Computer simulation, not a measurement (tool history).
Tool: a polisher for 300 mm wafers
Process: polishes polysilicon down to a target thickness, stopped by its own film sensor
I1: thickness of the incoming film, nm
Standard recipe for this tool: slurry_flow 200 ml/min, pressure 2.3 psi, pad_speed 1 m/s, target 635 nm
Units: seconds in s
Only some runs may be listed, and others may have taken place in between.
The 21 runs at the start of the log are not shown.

At hour 893.6: worn pad replaced by a new one.
At hour 893.8: head pressure recalibrated, repeated, since the last time left the tool worse.
Run 22, hour 911.1: usual settings but target 701 nm; I1 1122.4. Result: seconds 57.6 s.
Run 23, hour 962.4: usual settings but pressure 1.9 psi; I1 1115.9. Result: seconds 73.2 s.
Run 24, hour 1148.9: usual settings but pressure 2.5 psi, pad_speed 1.18 m/s; I1 1125.4. Result: seconds 54.4 s.
Run 25, hour 1196.7: usual settings but slurry_flow 220 ml/min, pressure 2.6 psi; I1 1101.7. Result: seconds 59.3 s.
Run 26, hour 1246: usual settings but slurry_flow 170 ml/min; I1 1121.7. Result: seconds 70.3 s.
Run 27, hour 1275.7: usual settings but target 752 nm; I1 1116.6. Result: seconds 49.7 s.
Run 28, hour 1319.8: usual settings; I1 1111.3. Result: seconds 67 s.
At hour 1338.5: worn pad replaced by a new one.
At hour 1347.9: slurry nozzle cleaned.
Run 29, hour 1363.6: usual settings but slurry_flow 155 ml/min, target 553 nm; I1 1118.1. Result: seconds 80.2 s.
Run 30, hour 1404.8: usual settings; I1 1118.7. Result: seconds 68.4 s.
Run 31, hour 1442: usual settings but slurry_flow 255 ml/min, pressure 1.7 psi, target 491 nm; I1 1114.6. Result: seconds 100.7 s.
Run 32, hour 1495.2: usual settings but slurry_flow 170 ml/min, target 553 nm; I1 1106.6. Result: seconds 77.5 s.
Run 33, hour 1554.9: usual settings but pad_speed 1.14 m/s, target 692 nm; I1 1097.2. Result: seconds 49.5 s.
Run 34, hour 1691.9: usual settings; I1 1126.1. Result: seconds 70.6 s.
Run 35, hour 1735.1: usual settings but pressure 2.8 psi; I1 1106. Result: seconds 58.8 s.
At hour 1761.5: worn pad replaced by a new one.
Run 36, hour 1777.4: usual settings but slurry_flow 250 ml/min, pressure 3.1 psi, target 530 nm; I1 1088.3. Result: seconds 64.2 s.
Run 37, hour 1831: usual settings but pressure 2.5 psi, pad_speed 1.18 m/s; I1 1106.2. Result: seconds 54.3 s.

Consider 4 possible next runs. They are alternatives, not a sequence: every one starts from the tool as it was left by run 37. What does each give?
Run A, hour 1831.4: usual settings but pressure 2.6 psi; I1 1110.5. Result: seconds ?.
Run B, hour 1831.4: usual settings but pad_speed 1.24 m/s, target 489 nm; I1 1110.5. Result: seconds ?.
Run C, hour 1831.4: usual settings but slurry_flow 260 ml/min, pad_speed 1.36 m/s; I1 1110.5. Result: seconds ?.
Run D, hour 1831.4: usual settings but slurry_flow 250 ml/min, pad_speed 0.66 m/s; I1 1110.5. Result: seconds ?.

run  seconds
  A     64.3
  B     74.7
  C     50.8
  D     96.4
Stripped of hidden state, with their random variation kept, the same runs would have yielded:
run  seconds
  A     62.1
  B     72.1
  C     49.1
  D     93.1
